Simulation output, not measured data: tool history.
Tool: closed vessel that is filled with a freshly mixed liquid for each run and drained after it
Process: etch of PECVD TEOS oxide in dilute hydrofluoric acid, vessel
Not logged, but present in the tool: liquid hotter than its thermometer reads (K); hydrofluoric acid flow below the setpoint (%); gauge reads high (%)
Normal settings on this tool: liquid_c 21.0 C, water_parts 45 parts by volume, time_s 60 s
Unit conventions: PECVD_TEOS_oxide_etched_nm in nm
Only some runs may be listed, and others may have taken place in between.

| run | hour | liquid_c | water_parts | time_s | wafers since the last listed run | hours since the thermometer was replaced | hours since the hydrofluoric acid flow meter was replaced | hours since the gauge calibration | read-back film thickness of the PECVD TEOS oxide reference wafer, read on the same gauge (nm) | PECVD_TEOS_oxide_etched_nm |
|---|---|---|---|---|---|---|---|---|---|---|
| 1 | 0.0 | 21.0 | 45 | 60 | 0 | 1124.8 | 351.7 | 2145.7 | 89.99 | 14.15 |
|  | 14.0 | thermometer replaced |
| 2 | 160.7 | 21.0 | 45 | 60 | 10837 | 146.7 | 512.4 | 2306.4 | 90.02 | 13.81 |
| 3 | 239.1 | 21.0 | 45 | 60 | 5320 | 225.1 | 590.8 | 2384.8 | 90.00 | 13.86 |
| 4 | 323.8 | 21.0 | 45 | 85 | 5748 | 309.8 | 675.5 | 2469.5 | 90.01 | 19.67 |
| 5 | 421.1 | 21.0 | 45 | 85 | 6603 | 407.1 | 772.8 | 2566.8 | 89.98 | 19.77 |
| 6 | 508.2 | 21.0 | 45 | 60 | 5911 | 494.2 | 859.9 | 2653.9 | 90.00 | 13.99 |
|  | 545.1 | gauge calibrated |
| 7 | 603.0 | 21.0 | 45 | 60 | 6433 | 589.0 | 954.7 | 57.9 | 90.01 | 14.00 |
| 8 | 683.6 | 21.0 | 45 | 60 | 5469 | 669.6 | 1035.3 | 138.5 | 89.98 | 13.97 |
| 9 | 760.3 | 21.0 | 45 | 40 | 5205 | 746.3 | 1112.0 | 215.2 | 90.01 | 9.33 |
| 10 | 986.5 | 21.0 | 45 | 40 | 15350 | 972.5 | 1338.2 | 441.4 | 89.97 | 9.44 |
| 11 | 1096.4 | 21.0 | 45 | 40 | 7458 | 1082.4 | 1448.1 | 551.3 | 89.96 | 9.47 |
|  | 1099.8 | thermometer replaced |
| 12 | 1176.8 | 21.0 | 45 | 60 | 5388 | 77.0 | 1528.5 | 631.7 | 89.98 | 13.73 |
| 13 | 1270.3 | 21.0 | 45 | 60 | 6345 | 170.5 | 1622.0 | 725.2 | 90.01 | 13.78 |
| 14 | 1354.3 | 21.0 | 45 | 60 | 5700 | 254.5 | 1706.0 | 809.2 | 89.98 | 13.83 |
| 15 | 1411.7 | 25.0 | 55 | 80 | 3895 | 311.9 | 1763.4 | 866.6 | 90.02 | 17.52 |
| 16 | 1501.8 | 21.0 | 45 | 60 | 6114 | 402.0 | 1853.5 | 956.7 | 90.00 | 13.94 |
| 17 | 1560.7 | 17.0 | 45 | 80 | 3997 | 460.9 | 1912.4 | 1015.6 | 90.01 | 15.64 |
| 18 | 1650.4 | 24.5 | 45 | 60 | 6087 | 550.6 | 2002.1 | 1105.3 | 90.03 | 16.31 |
| 19 | 1736.5 | 25.5 | 45 | 60 | 5843 | 636.7 | 2088.2 | 1191.4 | 89.99 | 16.88 |
| 20 | 1779.9 | 21.0 | 45 | 85 | 2945 | 680.1 | 2131.6 | 1234.8 | 90.01 | 19.83 |
|  | 1805.2 | hydrofluoric acid flow meter replaced |
| 21 | 1836.1 | 21.0 | 65 | 60 | 3746 | 736.3 | 30.9 | 1291.0 | 89.98 | 9.46 |
| 22 | 1967.8 | 17.0 | 30 | 70 | 8937 | 868.0 | 162.6 | 1422.7 | 90.04 | 21.23 |
| 23 | 2005.1 | 21.0 | 45 | 60 | 2531 | 905.3 | 199.9 | 1460.0 | 90.01 | 14.04 |
| 24 | 2094.9 | 24.0 | 50 | 80 | 6094 | 995.1 | 289.7 | 1549.8 | 89.97 | 19.20 |
| 25 | 2191.8 | 23.0 | 30 | 60 | 6576 | 1092.0 | 386.6 | 1646.7 | 89.98 | 23.78 |
| 26 | 2280.4 | 24.0 | 25 | 60 | 6012 | 1180.6 | 475.2 | 1735.3 | 90.00 | 29.86 |
|  | 2299.4 | thermometer replaced |
| 27 | 2372.7 | 21.0 | 45 | 30 | 6196 | 73.3 | 567.5 | 1827.6 | 89.98 | 6.92 |
| 28 | 2427.4 | 21.0 | 45 | 60 | 3712 | 128.0 | 622.2 | 1882.3 | 90.01 | 13.88 |
| 29 | 2528.7 | 21.0 | 45 | 60 | 6874 | 229.3 | 723.5 | 1983.6 | 90.00 | 13.91 |
| 30 | 2578.7 | 17.0 | 60 | 85 | 3393 | 279.3 | 773.5 | 2033.6 | 90.02 | 12.27 |
| 31 | 2643.7 | 19.5 | 35 | 70 | 4411 | 344.3 | 838.5 | 2098.6 | 89.97 | 19.88 |
| 32 | 2698.0 | 19.5 | 35 | 70 | 3685 | 398.6 | 892.8 | 2152.9 | 90.02 | 19.91 |
| 33 | 2757.4 | 23.0 | 65 | 70 | 4031 | 458.0 | 952.2 | 2212.3 | 89.98 | 12.00 |
| 34 | 2850.4 | 17.0 | 35 | 60 | 6311 | 551.0 | 1045.2 | 2305.3 | 90.04 | 15.34 |

Predict each of these 3 candidate next runs independently; none follows another, all start after run 34:
| A | 2851.1 | 21.0 | 50 | 60 | 47 | 551.7 | 1045.9 | 2306.0 | ? | ? |
| B | 2851.1 | 17.0 | 45 | 75 | 47 | 551.7 | 1045.9 | 2306.0 | ? | ? |
| C | 2851.1 | 21.0 | 40 | 60 | 47 | 551.7 | 1045.9 | 2306.0 | ? | ? |

| run | read-back film thickness of the PECVD TEOS oxide reference wafer, read on the same gauge (nm) | PECVD_TEOS_oxide_etched_nm |
|---|---|---|
| A | 90.00 | 12.53 |
| B | 90.00 | 14.76 |
| C | 90.00 | 15.86 |
Without the tool's hidden state the same runs would have given:
| run | PECVD_TEOS_oxide_etched_nm |
|---|---|
| A | 12.24 |
| B | 14.41 |
| C | 15.50 |

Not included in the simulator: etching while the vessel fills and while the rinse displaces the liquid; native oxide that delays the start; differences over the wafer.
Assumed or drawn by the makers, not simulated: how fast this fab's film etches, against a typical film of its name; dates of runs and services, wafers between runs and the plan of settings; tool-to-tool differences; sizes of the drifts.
